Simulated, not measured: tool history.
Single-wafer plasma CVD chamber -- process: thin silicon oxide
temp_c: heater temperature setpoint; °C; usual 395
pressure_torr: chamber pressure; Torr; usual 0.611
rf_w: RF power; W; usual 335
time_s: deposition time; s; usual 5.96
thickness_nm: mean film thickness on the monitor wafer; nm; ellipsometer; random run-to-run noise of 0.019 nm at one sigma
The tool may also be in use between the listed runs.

| run | hour | temp_c | pressure_torr | rf_w | time_s | wafers since the last listed run | hours since the last thermocouple change | hours since the last RF generator calibration | hours since the last manometer calibration | hours since the showerhead was replaced | hours since the gauge calibration | read-back reference wafer on the same gauge, thickness_nm | thickness_nm |
|---|---|---|---|---|---|---|---|---|---|---|---|---|---|
| 1 | 0 | 395 | 0.611 | 335 | 5.16 | 0 | 1468.8 | 1087.4 | 1186.3 | 7666.7 | 366 | 10.482 | 8.549 |
| 2 | 13.9 | 395 | 0.611 | 335 | 5.16 | 304 | 1482.7 | 1101.3 | 1200.2 | 7680.6 | 379.9 | 10.482 | 8.555 |
| 3 | 22.7 | 395 | 0.611 | 335 | 5.96 | 192 | 1491.5 | 1110.1 | 1209 | 7689.4 | 388.7 | 10.484 | 9.904 |
|  | 39.3 | RF generator calibrated |
| 4 | 39.8 | 395 | 0.611 | 335 | 5.96 | 199 | 1508.6 | 0.5 | 1226.1 | 7706.5 | 405.8 | 10.478 | 10.019 |
| 5 | 51.9 | 395 | 0.611 | 335 | 5.96 | 265 | 1520.7 | 12.6 | 1238.2 | 7718.6 | 417.9 | 10.478 | 10.043 |
| 6 | 59.5 | 395 | 0.611 | 335 | 5.96 | 166 | 1528.3 | 20.2 | 1245.8 | 7726.2 | 425.5 | 10.474 | 10.021 |
| 7 | 68.8 | 395 | 0.611 | 335 | 5.96 | 203 | 1537.6 | 29.5 | 1255.1 | 7735.5 | 434.8 | 10.477 | 10.047 |
| 8 | 75.2 | 395 | 0.611 | 335 | 5.96 | 140 | 1544 | 35.9 | 1261.5 | 7741.9 | 441.2 | 10.476 | 10.062 |
| 9 | 83.9 | 382 | 0.493 | 315 | 5.96 | 190 | 1552.7 | 44.6 | 1270.2 | 7750.6 | 449.9 | 10.483 | 8.043 |
| 10 | 93.5 | 395 | 0.611 | 335 | 5.96 | 210 | 1562.3 | 54.2 | 1279.8 | 7760.2 | 459.5 | 10.482 | 10.033 |
| 11 | 101.3 | 408 | 0.611 | 295 | 5.96 | 170 | 1570.1 | 62 | 1287.6 | 7768 | 467.3 | 10.484 | 9.719 |
| 12 | 118.9 | 388 | 0.611 | 315 | 5.32 | 385 | 1587.7 | 79.6 | 1305.2 | 7785.6 | 484.9 | 10.484 | 8.909 |
| 13 | 133.8 | 395 | 0.611 | 335 | 5.96 | 326 | 1602.6 | 94.5 | 1320.1 | 7800.5 | 499.8 | 10.481 | 10.055 |
|  | 151.3 | showerhead replaced |
| 14 | 151.8 | 403 | 0.758 | 335 | 5.96 | 219 | 1620.6 | 112.5 | 1338.1 | 0.5 | 517.8 | 10.481 | 12.34 |
|  | 183.4 | capacitance manometer re-zeroed and calibrated |
| 15 | 200.3 | 404 | 0.698 | 335 | 5.3 | 887 | 1669.1 | 161 | 16.9 | 49 | 566.3 | 10.486 | 9.626 |
| 16 | 215.9 | 381 | 0.541 | 335 | 5.96 | 341 | 1684.7 | 176.6 | 32.5 | 64.6 | 581.9 | 10.479 | 8.527 |
| 17 | 253.7 | 395 | 0.611 | 335 | 5.96 | 828 | 1722.5 | 214.4 | 70.3 | 102.4 | 619.7 | 10.473 | 9.59 |
|  | 261.2 | gauge calibrated |
| 18 | 268.6 | 395 | 0.611 | 335 | 6.29 | 326 | 1737.4 | 229.3 | 85.2 | 117.3 | 7.4 | 10.48 | 10.109 |
| 19 | 280.5 | 395 | 0.611 | 335 | 5.16 | 260 | 1749.3 | 241.2 | 97.1 | 129.2 | 19.3 | 10.479 | 8.282 |
|  | 292.1 | thermocouple changed; heater temperature recalibrated |
| 20 | 329.5 | 389 | 0.611 | 395 | 5.96 | 898 | 37.4 | 290.2 | 146.1 | 178.2 | 68.3 | 10.48 | 10.004 |
| 21 | 339.8 | 395 | 0.54 | 285 | 5.96 | 225 | 47.7 | 300.5 | 156.4 | 188.5 | 78.6 | 10.485 | 8.14 |
| 22 | 356.2 | 395 | 0.611 | 295 | 6.79 | 359 | 64.1 | 316.9 | 172.8 | 204.9 | 95 | 10.482 | 10.62 |
| 23 | 365.9 | 395 | 0.473 | 335 | 5.96 | 212 | 73.8 | 326.6 | 182.5 | 214.6 | 104.7 | 10.48 | 7.389 |
| 24 | 379.6 | 395 | 0.611 | 285 | 5.96 | 300 | 87.5 | 340.3 | 196.2 | 228.3 | 118.4 | 10.48 | 9.259 |
| 25 | 389 | 387 | 0.519 | 335 | 6.36 | 205 | 96.9 | 349.7 | 205.6 | 237.7 | 127.8 | 10.475 | 8.715 |
| 26 | 400.7 | 395 | 0.489 | 335 | 5.96 | 256 | 108.6 | 361.4 | 217.3 | 249.4 | 139.5 | 10.477 | 7.663 |
| 27 | 410.7 | 381 | 0.611 | 400 | 5.96 | 219 | 118.6 | 371.4 | 227.3 | 259.4 | 149.5 | 10.487 | 10.104 |
| 28 | 420.9 | 385 | 0.676 | 335 | 5.1 | 223 | 128.8 | 381.6 | 237.5 | 269.6 | 159.7 | 10.481 | 9.13 |

Predict each of these 5 candidate next runs independently; none follows another, all start after run 28:
| A | 421.3 | 395 | 0.611 | 335 | 5.96 | 8 | 129.2 | 382 | 237.9 | 270 | 160.1 | ? | ? |
| B | 421.3 | 403 | 0.611 | 315 | 5.96 | 8 | 129.2 | 382 | 237.9 | 270 | 160.1 | ? | ? |
| C | 421.3 | 395 | 0.611 | 290 | 5.96 | 8 | 129.2 | 382 | 237.9 | 270 | 160.1 | ? | ? |
| D | 421.3 | 382 | 0.744 | 365 | 5.2 | 8 | 129.2 | 382 | 237.9 | 270 | 160.1 | ? | ? |
| E | 421.3 | 388 | 0.748 | 390 | 5.96 | 8 | 129.2 | 382 | 237.9 | 270 | 160.1 | ? | ? |

| run | read-back reference wafer on the same gauge, thickness_nm | thickness_nm |
|---|---|---|
| A | 10.477 | 9.58 |
| B | 10.477 | 9.4 |
| C | 10.477 | 9.267 |
| D | 10.477 | 10.443 |
| E | 10.477 | 12.183 |
What these runs would have given with no unlogged condition in the tool:
| run | thickness_nm |
|---|---|
| A | 9.543 |
| B | 9.364 |
| C | 9.232 |
| D | 10.409 |
| E | 12.133 |

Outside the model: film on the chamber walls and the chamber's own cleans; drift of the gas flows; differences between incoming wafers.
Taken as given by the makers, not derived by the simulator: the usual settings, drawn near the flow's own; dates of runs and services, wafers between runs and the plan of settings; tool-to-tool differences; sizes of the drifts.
